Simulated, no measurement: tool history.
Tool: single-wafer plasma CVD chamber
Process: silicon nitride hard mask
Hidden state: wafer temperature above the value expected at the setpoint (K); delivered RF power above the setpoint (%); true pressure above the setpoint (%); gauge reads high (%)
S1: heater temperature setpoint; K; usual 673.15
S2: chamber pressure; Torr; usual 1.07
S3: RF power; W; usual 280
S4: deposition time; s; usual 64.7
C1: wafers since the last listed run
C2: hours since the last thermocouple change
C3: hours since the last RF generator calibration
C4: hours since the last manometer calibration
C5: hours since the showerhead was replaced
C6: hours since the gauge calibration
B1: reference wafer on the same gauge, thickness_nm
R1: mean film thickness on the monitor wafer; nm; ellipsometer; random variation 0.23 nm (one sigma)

run    hour      S1    S2   S3    S4    C1      C2      C3      C4      C5      C6      B1      R1
  1     0.0  673.15  1.07  280  64.7     0   488.4   801.9  1804.6  5334.4  1869.5  52.355  64.828
  2   300.1  673.15  1.07  295  64.7  4624   788.5  1102.0  2104.7  5634.5  2169.6  52.422  65.920
  3   395.3  673.15  1.07  320  64.7  1467   883.7  1197.2  2199.9  5729.7  2264.8  52.386  69.005
  4   445.5  673.15  1.07  320  64.7   773   933.9  1247.4  2250.1  5779.9  2315.0  52.394  69.222
      466.7  -- showerhead replaced
      534.3  -- thermocouple changed; heater temperature recalibrated
  5   548.5  673.15  1.07  280  64.7  1340    14.2  1350.4  2353.1    81.8  2418.0  52.464  64.651
  6   606.0  673.15  1.07  280  64.7   886    71.7  1407.9  2410.6   139.3  2475.5  52.457  64.169
  7   691.0  673.15  1.07  280  64.7  1309   156.7  1492.9  2495.6   224.3  2560.5  52.386  64.191
  8   786.7  673.15  1.07  280  64.7  1474   252.4  1588.6  2591.3   320.0  2656.2  52.359  64.444
  9   824.5  673.15  1.07  280  64.7   582   290.2  1626.4  2629.1   357.8  2694.0  52.320  64.490
 10   878.0  673.15  1.07  280  59.1   824   343.7  1679.9  2682.6   411.3  2747.5  52.451  58.634
      914.8  -- gauge calibrated
 11   945.1  673.15  1.07  280  59.1  1034   410.8  1747.0  2749.7   478.4    30.3  52.457  58.681
 12  1015.8  673.15  1.07  280  64.7  1089   481.5  1817.7  2820.4   549.1   101.0  52.478  64.235
     1043.7  -- capacitance manometer re-zeroed and calibrated
 13  1109.0  673.15  1.29  280  54.9  1313   574.7  1910.9    65.3   642.3   194.2  52.476  57.407
 14  1171.8  673.15  1.07  280  64.7   967   637.5  1973.7   128.1   705.1   257.0  52.366  63.847
 15  1235.3  685.15  1.07  250  54.6   978   701.0  2037.2   191.6   768.6   320.5  52.334  50.255
 16  1277.4  679.15  1.07  280  64.7   648   743.1  2079.3   233.7   810.7   362.6  52.442  63.838
 17  1329.4  668.15  1.07  280  57.9   801   795.1  2131.3   285.7   862.7   414.6  52.294  57.105
     1406.3  -- RF generator calibrated
 18  1521.8  673.15  1.07  280  64.7  2841   987.5   115.5   478.1  1055.1   607.0  52.391  62.112
 19  1613.5  673.15  1.07  280  64.7  1413  1079.2   207.2   569.8  1146.8   698.7  52.383  62.243
     1695.5  -- thermocouple changed; heater temperature recalibrated
 20  1696.0  666.15  1.07  235  64.7  1148     0.5   289.7   652.3  1229.3   781.2  52.428  56.763
 21  1778.1  673.15  1.07  280  64.7  1265    82.6   371.8   734.4  1311.4   863.3  52.418  62.107
     2017.0  -- RF generator calibrated, repeated, since the last time left the tool worse
 22  2021.9  673.15  1.07  295  64.7  3634   326.4     4.9   978.2  1555.2  1107.1  52.409  67.260
 23  2058.8  664.15  1.07  230  60.7   568   363.3    41.8  1015.1  1592.1  1144.0  52.389  55.469
 24  2122.9  673.15  0.83  280  64.7   987   427.4   105.9  1079.2  1656.2  1208.1  52.393  60.685
 25  2161.9  660.15  1.21  280  60.7   601   466.4   144.9  1118.2  1695.2  1247.1  52.398  63.908
 26  2210.7  673.15  0.93  280  64.7   752   515.2   193.7  1167.0  1744.0  1295.9  52.421  62.549
 27  2265.3  673.15  0.88  235  53.9   841   569.8   248.3  1221.6  1798.6  1350.5  52.415  46.911
 28  2315.3  673.15  1.07  280  64.7   770   619.8   298.3  1271.6  1848.6  1400.5  52.445  64.862

4 ways to go on from here, each from the tool as it stands after run 28. What would each give?
  A  2315.7  673.15  1.07  280  64.7   6  620.2  298.7  1272.0  1849.0  1400.9   ?   ?
  B  2315.7  673.15  1.07  280  53.0   6  620.2  298.7  1272.0  1849.0  1400.9   ?   ?
  C  2315.7  673.15  1.07  230  64.7   6  620.2  298.7  1272.0  1849.0  1400.9   ?   ?
  D  2315.7  682.15  1.07  240  64.7   6  620.2  298.7  1272.0  1849.0  1400.9   ?   ?

run      B1      R1
  A  52.422  64.610
  B  52.422  52.944
  C  52.422  58.308
  D  52.422  59.371
Without the tool's hidden state the same runs would have given:
run      R1
  A  64.861
  B  53.150
  C  58.543
  D  59.610

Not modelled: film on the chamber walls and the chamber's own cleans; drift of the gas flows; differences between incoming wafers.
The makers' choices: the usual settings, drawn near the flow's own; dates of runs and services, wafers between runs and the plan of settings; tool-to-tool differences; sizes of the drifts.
